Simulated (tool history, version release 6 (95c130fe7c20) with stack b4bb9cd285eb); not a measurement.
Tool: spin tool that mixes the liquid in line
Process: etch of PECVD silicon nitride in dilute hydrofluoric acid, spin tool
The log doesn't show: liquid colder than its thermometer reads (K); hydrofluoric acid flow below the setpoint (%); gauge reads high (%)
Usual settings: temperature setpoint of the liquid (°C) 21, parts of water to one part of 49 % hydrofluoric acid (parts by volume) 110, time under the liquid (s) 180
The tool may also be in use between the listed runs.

| run | hour | temperature setpoint of the liquid (°C) | parts of water to one part of 49 % hydrofluoric acid (parts by volume) | time under the liquid (s) | wafers since the last listed run | hours since the thermometer was replaced | hours since the hydrofluoric acid flow meter was replaced | hours since the gauge calibration | read-back film thickness of the PECVD silicon nitride reference wafer, read on the same gauge (nm) | thickness taken off the PECVD silicon nitride on a monitor wafer (angstrom) |
|---|---|---|---|---|---|---|---|---|---|---|
| 1 | 0 | 21 | 110 | 180 | 0 | 1304 | 1678 | 244.3 | 150.029 | 40.85 |
| 2 | 22.1 | 21 | 110 | 180 | 194 | 1326.1 | 1700.1 | 266.4 | 150.006 | 40.79 |
| 3 | 35.7 | 21 | 110 | 180 | 119 | 1339.7 | 1713.7 | 280 | 149.993 | 40.7 |
| 4 | 69.3 | 21 | 125 | 250 | 295 | 1373.3 | 1747.3 | 313.6 | 149.992 | 49.73 |
| 5 | 96 | 21 | 125 | 250 | 235 | 1400 | 1774 | 340.3 | 149.991 | 50 |
| 6 | 117 | 21 | 125 | 250 | 184 | 1421 | 1795 | 361.3 | 150.004 | 49.42 |
| 7 | 140.4 | 21 | 110 | 215 | 206 | 1444.4 | 1818.4 | 384.7 | 150.005 | 48.4 |
| 8 | 172.8 | 21 | 110 | 215 | 285 | 1476.8 | 1850.8 | 417.1 | 149.971 | 47.92 |
| 9 | 202.8 | 21 | 110 | 215 | 264 | 1506.8 | 1880.8 | 447.1 | 149.979 | 47.58 |
| 10 | 236 | 21 | 110 | 180 | 292 | 1540 | 1914 | 480.3 | 149.999 | 39.8 |
|  | 237.6 | gauge calibrated |
| 11 | 263.9 | 26 | 110 | 180 | 245 | 1567.9 | 1941.9 | 26.3 | 149.978 | 55.29 |
|  | 283.8 | hydrofluoric acid flow meter replaced |
|  | 291.2 | thermometer replaced |
| 12 | 291.8 | 21 | 110 | 180 | 228 | 0.6 | 8 | 54.2 | 149.989 | 47.2 |
| 13 | 305.9 | 17 | 110 | 180 | 124 | 14.7 | 22.1 | 68.3 | 150.013 | 36.46 |
| 14 | 336.7 | 21 | 110 | 180 | 271 | 45.5 | 52.9 | 99.1 | 150.004 | 47.13 |
| 15 | 432 | 22.5 | 110 | 265 | 839 | 140.8 | 148.2 | 194.4 | 150.018 | 76.02 |
| 16 | 462.6 | 17 | 90 | 95 | 269 | 171.4 | 178.8 | 225 | 150.012 | 22.59 |
| 17 | 481.6 | 18.5 | 110 | 180 | 167 | 190.4 | 197.8 | 244 | 150.004 | 39.14 |
| 18 | 499.3 | 25 | 145 | 90 | 155 | 208.1 | 215.5 | 261.7 | 150.007 | 23.09 |
| 19 | 527.2 | 19 | 110 | 105 | 245 | 236 | 243.4 | 289.6 | 149.992 | 23.28 |
| 20 | 561.5 | 21 | 140 | 260 | 302 | 270.3 | 277.7 | 323.9 | 150.001 | 52.62 |

Forecast each of these 5 alternatives for the next run:
| A | 562 | 21 | 110 | 250 | 4 | 270.8 | 278.2 | 324.4 | ? | ? |
| B | 562 | 23 | 140 | 135 | 4 | 270.8 | 278.2 | 324.4 | ? | ? |
| C | 562 | 21 | 70 | 180 | 4 | 270.8 | 278.2 | 324.4 | ? | ? |
| D | 562 | 21 | 110 | 100 | 4 | 270.8 | 278.2 | 324.4 | ? | ? |
| E | 562 | 22.5 | 90 | 140 | 4 | 270.8 | 278.2 | 324.4 | ? | ? |

| run | read-back film thickness of the PECVD silicon nitride reference wafer, read on the same gauge (nm) | thickness taken off the PECVD silicon nitride on a monitor wafer (angstrom) |
|---|---|---|
| A | 150.015 | 63.64 |
| B | 150.015 | 31 |
| C | 150.015 | 71.25 |
| D | 150.015 | 25.45 |
| E | 150.015 | 47.99 |
Without the tool's hidden state the same runs would have given:
| run | thickness taken off the PECVD silicon nitride on a monitor wafer (angstrom) |
|---|---|
| A | 66.31 |
| B | 32.26 |
| C | 74.29 |
| D | 26.52 |
| E | 50 |
